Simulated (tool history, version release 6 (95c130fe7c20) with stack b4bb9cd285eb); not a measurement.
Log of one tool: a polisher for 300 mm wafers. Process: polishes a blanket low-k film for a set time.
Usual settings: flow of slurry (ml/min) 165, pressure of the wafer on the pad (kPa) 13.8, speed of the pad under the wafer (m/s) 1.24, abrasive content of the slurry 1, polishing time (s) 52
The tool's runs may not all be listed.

run    hour  flow of slurry (ml/min)  pressure of the wafer on the pad (kPa)  speed of the pad under the wafer (m/s)  abrasive content of the slurry  polishing time (s)  incoming thickness of the incoming film, nm  film removed (nm)
  1       0                      165                                    13.8                                    1.24                               1                  52                                        525.4               22.1
  2    58.8                      165                                    13.8                                    1.24                               1                  52                                        518.9               21.6
  3   105.4                      165                                      11                                    1.24                               1                  39                                          520                 13
        112  -- worn pad replaced by a new one
  4   130.2                      165                                    13.8                                    1.24                               1                  52                                        524.4               21.6
      142.6  -- head pressure recalibrated
  5   183.9                      140                                    13.8                                    1.64                               1                  44                                          518               22.3
      207.7  -- conditioning disc replaced and pad reconditioned
  6   209.3                      165                                    10.3                                    1.24                               1                  60                                        523.6               18.6
  7   269.1                      225                                    18.6                                    1.24                               1                  65                                        515.8               38.9
      325.3  -- slurry blender recalibrated
  8   326.5                      165                                    13.8                                    1.24                               1                  52                                        524.7               21.4
  9   371.8                      165                                    17.2                                    1.24                             0.8                  57                                        520.1               27.8
 10   442.6                      220                                    13.8                                    1.24                               1                  52                                        514.5               22.4
 11   499.7                      115                                    13.8                                    1.24                            1.15                  70                                        519.4               26.8
      537.7  -- worn pad replaced by a new one
 12   557.4                      165                                    13.8                                    1.24                               1                  52                                        517.2                 21
      630.2  -- conditioning disc replaced and pad reconditioned
      692.2  -- slurry nozzle cleaned
 13   692.7                      165                                    13.8                                    1.24                               1                  52                                        514.1               23.1
 14   761.4                      140                                    18.6                                    1.24                               1                  52                                        519.9               29.6
      787.6  -- slurry blender recalibrated
 15   803.7                      165                                    13.8                                    1.68                             0.7                  52                                        525.8               26.5
 16   946.4                      165                                      11                                    1.24                               1                  36                                        521.6               12.1
      963.6  -- worn pad replaced by a new one
 17   994.6                      165                                    13.8                                    1.24                               1                  52                                        517.7               21.2
 18  1061.4                      165                                    12.4                                    1.04                             1.3                  68                                        523.6               23.7
       1099  -- conditioning disc replaced and pad reconditioned
 19  1106.3                      115                                    13.8                                    1.24                            1.15                  52                                        519.6               20.3
 20  1164.1                      210                                      11                                    1.24                               1                  59                                        526.4               20.5
 21  1191.7                      165                                    10.3                                    1.24                               1                  52                                        510.5                 16
     1222.8  -- slurry blender recalibrated
 22    1255                      165                                    13.8                                    1.24                               1                  52                                        527.2               21.4
 23  1287.3                      165                                    13.8                                    1.24                               1                  52                                        521.3               21.3
 24  1342.7                      165                                    13.8                                    1.24                               1                  52                                          524               21.4

Forecast each of these 5 alternatives for the next run:
  A  1343.1                      165                                    13.8                                    0.98                               1                  52                                        509.7                  ?
  B  1343.1                      165                                    13.8                                    1.24                             0.9                  67                                        509.7                  ?
  C  1343.1                      165                                    13.8                                    1.62                             0.8                  52                                        509.7                  ?
  D  1343.1                      165                                    13.8                                    1.42                            1.25                  52                                        509.7                  ?
  E  1343.1                      165                                    13.8                                    1.24                            0.85                  52                                        509.7                  ?

run  film removed (nm)
  A               17.6
  B               26.7
  C               24.9
  D               25.2
  E               20.4
Without the tool's hidden state the same runs would have given:
run  film removed (nm)
  A               19.3
  B               29.2
  C               27.2
  D               27.6
  E               22.3

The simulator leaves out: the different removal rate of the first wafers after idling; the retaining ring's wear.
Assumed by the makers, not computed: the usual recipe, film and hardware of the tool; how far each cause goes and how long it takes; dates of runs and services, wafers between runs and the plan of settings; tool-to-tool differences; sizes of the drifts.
